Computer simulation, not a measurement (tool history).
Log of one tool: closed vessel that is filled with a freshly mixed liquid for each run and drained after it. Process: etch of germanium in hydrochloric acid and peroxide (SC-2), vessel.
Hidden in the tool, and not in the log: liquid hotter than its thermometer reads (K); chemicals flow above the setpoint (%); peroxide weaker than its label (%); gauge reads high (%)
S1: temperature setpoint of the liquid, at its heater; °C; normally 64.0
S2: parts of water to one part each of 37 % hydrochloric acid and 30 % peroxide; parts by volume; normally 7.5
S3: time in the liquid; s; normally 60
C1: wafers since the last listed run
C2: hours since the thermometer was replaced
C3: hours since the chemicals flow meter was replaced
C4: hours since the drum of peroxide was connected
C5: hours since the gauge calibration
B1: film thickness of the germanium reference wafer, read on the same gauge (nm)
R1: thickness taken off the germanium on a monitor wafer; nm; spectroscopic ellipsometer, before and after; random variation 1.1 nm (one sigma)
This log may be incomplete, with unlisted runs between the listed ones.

{"run": 1, "day": 0.0, "S1": 64.0, "S2": 9.0, "S3": 45, "C1": 0, "C2": 1442.4, "C3": 2591.5, "C4": 10.3, "C5": 48.8, "B1": 129.99, "R1": 161.43}
{"day": 0.242, "done": "thermometer replaced"}
{"run": 2, "day": 0.379, "S1": 64.0, "S2": 9.0, "S3": 45, "C1": 1040, "C2": 3.3, "C3": 2600.6, "C4": 19.4, "C5": 57.9, "B1": 130.03, "R1": 151.32}
{"day": 0.879, "done": "chemicals flow meter replaced"}
{"run": 3, "day": 0.979, "S1": 64.0, "S2": 7.5, "S3": 60, "C1": 1721, "C2": 17.7, "C3": 2.4, "C4": 33.8, "C5": 72.3, "B1": 130.01, "R1": 206.33}
{"run": 4, "day": 1.638, "S1": 64.0, "S2": 7.5, "S3": 60, "C1": 2030, "C2": 33.5, "C3": 18.2, "C4": 49.6, "C5": 88.1, "B1": 129.99, "R1": 207.55}
{"run": 5, "day": 1.938, "S1": 64.0, "S2": 7.5, "S3": 60, "C1": 925, "C2": 40.7, "C3": 25.4, "C4": 56.8, "C5": 95.3, "B1": 130.03, "R1": 207.17}
{"run": 6, "day": 2.588, "S1": 64.0, "S2": 11.0, "S3": 70, "C1": 2004, "C2": 56.3, "C3": 41.0, "C4": 72.4, "C5": 110.9, "B1": 129.98, "R1": 230.84}
{"run": 7, "day": 3.154, "S1": 64.0, "S2": 7.5, "S3": 80, "C1": 1747, "C2": 69.9, "C3": 54.6, "C4": 86.0, "C5": 124.5, "B1": 129.98, "R1": 274.23}
{"run": 8, "day": 3.65, "S1": 64.0, "S2": 7.5, "S3": 60, "C1": 1529, "C2": 81.8, "C3": 66.5, "C4": 97.9, "C5": 136.4, "B1": 130.01, "R1": 209.12}
{"run": 9, "day": 3.933, "S1": 64.0, "S2": 7.5, "S3": 85, "C1": 873, "C2": 88.6, "C3": 73.3, "C4": 104.7, "C5": 143.2, "B1": 130.01, "R1": 291.63}
{"run": 10, "day": 4.496, "S1": 61.0, "S2": 10.0, "S3": 60, "C1": 1734, "C2": 102.1, "C3": 86.8, "C4": 118.2, "C5": 156.7, "B1": 130.01, "R1": 183.99}
{"run": 11, "day": 4.95, "S1": 54.5, "S2": 10.0, "S3": 35, "C1": 1400, "C2": 113.0, "C3": 97.7, "C4": 129.1, "C5": 167.6, "B1": 130.0, "R1": 88.7}
{"run": 12, "day": 5.521, "S1": 64.0, "S2": 7.5, "S3": 60, "C1": 1760, "C2": 126.7, "C3": 111.4, "C4": 142.8, "C5": 181.3, "B1": 129.97, "R1": 206.33}
{"run": 13, "day": 5.983, "S1": 57.5, "S2": 4.5, "S3": 75, "C1": 1426, "C2": 137.8, "C3": 122.5, "C4": 153.9, "C5": 192.4, "B1": 130.0, "R1": 216.7}
{"run": 14, "day": 6.446, "S1": 67.0, "S2": 10.0, "S3": 60, "C1": 1426, "C2": 148.9, "C3": 133.6, "C4": 165.0, "C5": 203.5, "B1": 129.99, "R1": 218.44}
{"run": 15, "day": 6.717, "S1": 67.0, "S2": 10.0, "S3": 60, "C1": 835, "C2": 155.4, "C3": 140.1, "C4": 171.5, "C5": 210.0, "B1": 129.99, "R1": 221.12}
{"run": 16, "day": 7.267, "S1": 57.0, "S2": 5.5, "S3": 90, "C1": 1696, "C2": 168.6, "C3": 153.3, "C4": 184.7, "C5": 223.2, "B1": 130.0, "R1": 257.94}
{"run": 17, "day": 7.854, "S1": 64.0, "S2": 9.0, "S3": 45, "C1": 1811, "C2": 182.7, "C3": 167.4, "C4": 198.8, "C5": 237.3, "B1": 130.03, "R1": 154.24}
{"run": 18, "day": 8.375, "S1": 71.5, "S2": 6.0, "S3": 85, "C1": 1606, "C2": 195.2, "C3": 179.9, "C4": 211.3, "C5": 249.8, "B1": 130.02, "R1": 371.47}
{"run": 19, "day": 8.729, "S1": 64.0, "S2": 4.5, "S3": 35, "C1": 1092, "C2": 203.7, "C3": 188.4, "C4": 219.8, "C5": 258.3, "B1": 130.0, "R1": 123.75}
{"run": 20, "day": 9.4, "S1": 67.5, "S2": 6.0, "S3": 30, "C1": 2068, "C2": 219.8, "C3": 204.5, "C4": 235.9, "C5": 274.4, "B1": 129.96, "R1": 116.76}
{"run": 21, "day": 10.129, "S1": 69.5, "S2": 6.5, "S3": 45, "C1": 2248, "C2": 237.3, "C3": 222.0, "C4": 253.4, "C5": 291.9, "B1": 130.01, "R1": 183.07}
{"run": 22, "day": 10.579, "S1": 64.0, "S2": 5.0, "S3": 85, "C1": 1387, "C2": 248.1, "C3": 232.8, "C4": 264.2, "C5": 302.7, "B1": 130.03, "R1": 299.73}
{"run": 23, "day": 10.85, "S1": 64.0, "S2": 7.5, "S3": 60, "C1": 835, "C2": 254.6, "C3": 239.3, "C4": 270.7, "C5": 309.2, "B1": 129.98, "R1": 210.05}
{"run": 24, "day": 11.396, "S1": 64.0, "S2": 7.5, "S3": 60, "C1": 1683, "C2": 267.7, "C3": 252.4, "C4": 283.8, "C5": 322.3, "B1": 130.02, "R1": 208.49}
{"run": 25, "day": 11.954, "S1": 64.0, "S2": 6.0, "S3": 85, "C1": 1721, "C2": 281.1, "C3": 265.8, "C4": 297.2, "C5": 335.7, "B1": 129.99, "R1": 300.66}
{"run": 26, "day": 13.879, "S1": 64.0, "S2": 7.5, "S3": 60, "C1": 5936, "C2": 327.3, "C3": 312.0, "C4": 343.4, "C5": 381.9, "B1": 129.99, "R1": 209.15}
{"run": 27, "day": 14.604, "S1": 56.0, "S2": 7.5, "S3": 75, "C1": 2235, "C2": 344.7, "C3": 329.4, "C4": 360.8, "C5": 399.3, "B1": 130.0, "R1": 204.31}
{"run": 28, "day": 14.904, "S1": 69.0, "S2": 7.5, "S3": 80, "C1": 925, "C2": 351.9, "C3": 336.6, "C4": 368.0, "C5": 406.5, "B1": 130.01, "R1": 324.35}
{"run": 29, "day": 15.225, "S1": 56.0, "S2": 7.5, "S3": 30, "C1": 989, "C2": 359.6, "C3": 344.3, "C4": 375.7, "C5": 414.2, "B1": 130.0, "R1": 82.04}

5 options for the next run, each taken on its own from the tool as it stands now. Forecast them:
{"run": "A", "day": 15.254, "S1": 71.5, "S2": 7.5, "S3": 60, "C1": 89, "C2": 360.3, "C3": 345.0, "C4": 376.4, "C5": 414.9, "B1": "?", "R1": "?"}
{"run": "B", "day": 15.254, "S1": 72.0, "S2": 7.5, "S3": 60, "C1": 89, "C2": 360.3, "C3": 345.0, "C4": 376.4, "C5": 414.9, "B1": "?", "R1": "?"}
{"run": "C", "day": 15.254, "S1": 64.0, "S2": 7.5, "S3": 30, "C1": 89, "C2": 360.3, "C3": 345.0, "C4": 376.4, "C5": 414.9, "B1": "?", "R1": "?"}
{"run": "D", "day": 15.254, "S1": 71.0, "S2": 10.5, "S3": 75, "C1": 89, "C2": 360.3, "C3": 345.0, "C4": 376.4, "C5": 414.9, "B1": "?", "R1": "?"}
{"run": "E", "day": 15.254, "S1": 64.0, "S2": 9.5, "S3": 60, "C1": 89, "C2": 360.3, "C3": 345.0, "C4": 376.4, "C5": 414.9, "B1": "?", "R1": "?"}

run=A B1=130.00 R1=258.50
run=B B1=130.00 R1=262.07
run=C B1=130.00 R1=104.64
run=D B1=130.00 R1=307.25
run=E B1=130.00 R1=204.74
Stripped of hidden state, with their random variation kept, the same runs would have yielded:
run=A R1=253.56
run=B R1=257.08
run=C R1=102.54
run=D R1=301.46
run=E R1=200.68

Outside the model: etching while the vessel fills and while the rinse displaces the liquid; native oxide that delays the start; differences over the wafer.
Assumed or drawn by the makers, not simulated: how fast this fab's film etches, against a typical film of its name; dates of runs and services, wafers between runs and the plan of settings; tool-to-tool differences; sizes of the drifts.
